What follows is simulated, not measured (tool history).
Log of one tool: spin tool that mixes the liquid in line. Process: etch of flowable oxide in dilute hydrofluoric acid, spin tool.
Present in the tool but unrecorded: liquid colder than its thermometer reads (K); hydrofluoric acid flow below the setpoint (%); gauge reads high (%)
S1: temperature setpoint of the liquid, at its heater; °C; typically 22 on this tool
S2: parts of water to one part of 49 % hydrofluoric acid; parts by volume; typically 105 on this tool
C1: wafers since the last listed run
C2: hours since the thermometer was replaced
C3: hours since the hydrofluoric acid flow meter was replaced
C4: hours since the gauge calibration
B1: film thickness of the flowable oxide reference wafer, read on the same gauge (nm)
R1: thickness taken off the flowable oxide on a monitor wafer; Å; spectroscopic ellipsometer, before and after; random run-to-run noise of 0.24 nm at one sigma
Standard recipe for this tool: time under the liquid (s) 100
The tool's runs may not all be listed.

Run 1, hour 0: usual settings; C1 0; C2 2572.9; C3 2111.9; C4 502.2; B1 149.99. Result: R1 282.6 Å.
Run 2, hour 18.2: usual settings; C1 131; C2 2591.1; C3 2130.1; C4 520.4; B1 149.98. Result: R1 285.4 Å.
Run 3, hour 42.7: usual settings but S2 70 parts by volume; C1 177; C2 2615.6; C3 2154.6; C4 544.9; B1 150. Result: R1 443.5 Å.
Run 4, hour 60.7: usual settings; C1 130; C2 2633.6; C3 2172.6; C4 562.9; B1 149.96. Result: R1 285.9 Å.
Run 5, hour 80.1: usual settings; C1 140; C2 2653; C3 2192; C4 582.3; B1 150.04. Result: R1 283.2 Å.
Run 6, hour 92.7: usual settings; C1 91; C2 2665.6; C3 2204.6; C4 594.9; B1 150. Result: R1 285.4 Å.
Run 7, hour 110.6: usual settings but S1 18.5 °C, S2 80 parts by volume; C1 129; C2 2683.5; C3 2222.5; C4 612.8; B1 150.01. Result: R1 331.8 Å.
Run 8, hour 140.4: usual settings but S1 18.5 °C, S2 80 parts by volume; C1 215; C2 2713.3; C3 2252.3; C4 642.6; B1 150.01. Result: R1 333.9 Å.
Run 9, hour 163.9: usual settings but S1 18.5 °C, S2 80 parts by volume; C1 169; C2 2736.8; C3 2275.8; C4 666.1; B1 150.01. Result: R1 331.8 Å.
Run 10, hour 271: usual settings; C1 774; C2 2843.9; C3 2382.9; C4 773.2; B1 150. Result: R1 282.4 Å.
Run 11, hour 296.7: usual settings; C1 185; C2 2869.6; C3 2408.6; C4 798.9; B1 150. Result: R1 277.7 Å.
At hour 312: hydrofluoric acid flow meter replaced.
Run 12, hour 312.5: usual settings but S1 26 °C; C1 107; C2 2885.4; C3 0.5; C4 814.7; B1 150.01. Result: R1 329.7 Å.
Run 13, hour 338: usual settings but time under the liquid (s) 80; C1 184; C2 2910.9; C3 26; C4 840.2; B1 150. Result: R1 224.4 Å.
Run 14, hour 362.1: usual settings but S2 150 parts by volume; C1 174; C2 2935; C3 50.1; C4 864.3; B1 150. Result: R1 183.8 Å.
Run 15, hour 382.7: usual settings; C1 148; C2 2955.6; C3 70.7; C4 884.9; B1 149.99. Result: R1 280.8 Å.
Run 16, hour 396.4: usual settings; C1 99; C2 2969.3; C3 84.4; C4 898.6; B1 149.97. Result: R1 278.2 Å.
Run 17, hour 453.1: usual settings; C1 410; C2 3026; C3 141.1; C4 955.3; B1 150. Result: R1 283 Å.
Run 18, hour 487.3: usual settings; C1 247; C2 3060.2; C3 175.3; C4 989.5; B1 150.01. Result: R1 277.8 Å.
At hour 546.7: thermometer replaced.
Run 19, hour 550.9: usual settings but S1 20 °C, S2 75 parts by volume; C1 452; C2 4.2; C3 238.9; C4 1053.1; B1 149.99. Result: R1 415.1 Å.
Run 20, hour 589.8: usual settings but S1 26 °C; C1 281; C2 43.1; C3 277.8; C4 1092; B1 150.02. Result: R1 364.3 Å.
At hour 610.4: gauge calibrated.
Run 21, hour 621.8: usual settings but S1 24.5 °C, S2 125 parts by volume; C1 231; C2 75.1; C3 309.8; C4 11.4; B1 150.01. Result: R1 279.2 Å.
Run 22, hour 650.8: usual settings but S1 27 °C, time under the liquid (s) 130; C1 209; C2 104.1; C3 338.8; C4 40.4; B1 149.99. Result: R1 483.8 Å.
Run 23, hour 679.8: usual settings but S1 17.5 °C; C1 209; C2 133.1; C3 367.8; C4 69.4; B1 149.99. Result: R1 257.9 Å.
Run 24, hour 705.2: usual settings but S1 26.5 °C, S2 145 parts by volume, time under the liquid (s) 80; C1 183; C2 158.5; C3 393.2; C4 94.8; B1 150. Result: R1 203.1 Å.
Run 25, hour 740: usual settings; C1 251; C2 193.3; C3 428; C4 129.6; B1 149.98. Result: R1 301.9 Å.
Run 26, hour 761.2: usual settings but S1 19.5 °C, S2 130 parts by volume, time under the liquid (s) 50; C1 153; C2 214.5; C3 449.2; C4 150.8; B1 150. Result: R1 110 Å.
Run 27, hour 783.8: usual settings but time under the liquid (s) 55; C1 163; C2 237.1; C3 471.8; C4 173.4; B1 149.99. Result: R1 168 Å.
Run 28, hour 817: usual settings but S1 23.5 °C; C1 240; C2 270.3; C3 505; C4 206.6; B1 149.99. Result: R1 325.4 Å.
Run 29, hour 841: usual settings but S1 17.5 °C, S2 120 parts by volume, time under the liquid (s) 125; C1 173; C2 294.3; C3 529; C4 230.6; B1 149.97. Result: R1 276.3 Å.
Run 30, hour 859.8: usual settings but S1 26.5 °C, S2 155 parts by volume; C1 135; C2 313.1; C3 547.8; C4 249.4; B1 149.98. Result: R1 231.7 Å.
Run 31, hour 883.9: usual settings but S1 26 °C, S2 90 parts by volume; C1 174; C2 337.2; C3 571.9; C4 273.5; B1 150. Result: R1 426.3 Å.
Run 32, hour 917.7: usual settings; C1 244; C2 371; C3 605.7; C4 307.3; B1 149.99. Result: R1 307.8 Å.
Run 33, hour 934.7: usual settings but S1 19 °C, S2 70 parts by volume; C1 122; C2 388; C3 622.7; C4 324.3; B1 149.98. Result: R1 419.4 Å.

Across each entry between runs, compare the hidden state at the last listed run before it with the hidden state at the first listed run after it:
Between runs 11 and 12: hydrofluoric acid flow meter replaced (hour 312)
  liquid colder than its thermometer reads (K): 2.59 -> 2.6
  measured less the result without the state, R1: -30.9 -> -35.4 Å
Between runs 18 and 19: thermometer replaced (hour 546.7)
  liquid colder than its thermometer reads (K): 2.75 -> 0.275
  measured less the result without the state, R1: -32.9 -> -4.9 Å
Between runs 20 and 21: gauge calibrated (hour 610.4)
  liquid colder than its thermometer reads (K): 0.309 -> 0.336
  measured less the result without the state, R1: -4.4 -> -3.7 Å
